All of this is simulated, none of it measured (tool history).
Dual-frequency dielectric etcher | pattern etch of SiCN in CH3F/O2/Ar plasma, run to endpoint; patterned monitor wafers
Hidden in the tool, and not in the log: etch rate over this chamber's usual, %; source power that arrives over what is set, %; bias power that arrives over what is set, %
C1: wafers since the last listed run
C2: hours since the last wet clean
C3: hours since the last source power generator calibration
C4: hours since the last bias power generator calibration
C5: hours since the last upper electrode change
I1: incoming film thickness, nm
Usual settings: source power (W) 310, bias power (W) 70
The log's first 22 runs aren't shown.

Run 23, hour 1714.3: usual settings but source power (W) 270, bias power (W) 56; C1 1315; C2 365.9; C3 1041; C4 834.3; C5 85.6; I1 7.46. Result: endpoint time (s) 23.6.
Run 24, hour 1767.7: usual settings but source power (W) 360, bias power (W) 84; C1 1198; C2 419.3; C3 1094.4; C4 887.7; C5 139; I1 7.49. Result: endpoint time (s) 18.1.
Run 25, hour 1839.4: usual settings but bias power (W) 55; C1 1609; C2 491; C3 1166.1; C4 959.4; C5 210.7; I1 7.53. Result: endpoint time (s) 22.5.
Run 26, hour 1880: usual settings but source power (W) 250, bias power (W) 86; C1 911; C2 531.6; C3 1206.7; C4 1000; C5 251.3; I1 7.57. Result: endpoint time (s) 21.7.
Run 27, hour 1979.8: usual settings but source power (W) 280, bias power (W) 87; C1 2240; C2 631.4; C3 1306.5; C4 1099.8; C5 351.1; I1 7.55. Result: endpoint time (s) 20.5.
At hour 2029.4: wet clean of the chamber.
Run 28, hour 2029.9: usual settings; C1 585; C2 0.5; C3 1356.6; C4 1149.9; C5 401.2; I1 7.46. Result: endpoint time (s) 20.4.
Run 29, hour 2099: usual settings but source power (W) 360, bias power (W) 78; C1 1551; C2 69.6; C3 1425.7; C4 1219; C5 470.3; I1 7.64. Result: endpoint time (s) 19.1.
Run 30, hour 2154.5: usual settings; C1 1246; C2 125.1; C3 1481.2; C4 1274.5; C5 525.8; I1 7.51. Result: endpoint time (s) 20.6.
Run 31, hour 2194.7: usual settings but source power (W) 230, bias power (W) 88; C1 902; C2 165.3; C3 1521.4; C4 1314.7; C5 566; I1 7.54. Result: endpoint time (s) 22.
Run 32, hour 2302.5: usual settings but source power (W) 260, bias power (W) 84; C1 2420; C2 273.1; C3 1629.2; C4 1422.5; C5 673.8; I1 7.53. Result: endpoint time (s) 21.4.
Run 33, hour 2396: usual settings; C1 2099; C2 366.6; C3 1722.7; C4 1516; C5 767.3; I1 7.51. Result: endpoint time (s) 20.9.
Run 34, hour 2497.9: usual settings but source power (W) 380, bias power (W) 62; C1 2287; C2 468.5; C3 1824.6; C4 1617.9; C5 869.2; I1 7.48. Result: endpoint time (s) 19.7.
Run 35, hour 2545.6: usual settings; C1 1070; C2 516.2; C3 1872.3; C4 1665.6; C5 916.9; I1 7.45. Result: endpoint time (s) 20.6.

Forecast each of these 4 alternatives for the next run:
Run A, hour 2546: usual settings but bias power (W) 59; C1 8; C2 516.6; C3 1872.7; C4 1666; C5 917.3; I1 7.48. Result: endpoint time (s) ?.
Run B, hour 2546: usual settings but source power (W) 380; C1 8; C2 516.6; C3 1872.7; C4 1666; C5 917.3; I1 7.48. Result: endpoint time (s) ?.
Run C, hour 2546: usual settings but source power (W) 230, bias power (W) 55; C1 8; C2 516.6; C3 1872.7; C4 1666; C5 917.3; I1 7.48. Result: endpoint time (s) ?.
Run D, hour 2546: usual settings but source power (W) 280, bias power (W) 76; C1 8; C2 516.6; C3 1872.7; C4 1666; C5 917.3; I1 7.48. Result: endpoint time (s) ?.

run  endpoint time (s)
  A               21.9
  B               19.1
  C               25.6
  D               21.2
Without the tool's hidden state the same runs would have given:
run  endpoint time (s)
  A               21.9
  B               19.1
  C               25.6
  D               21.2
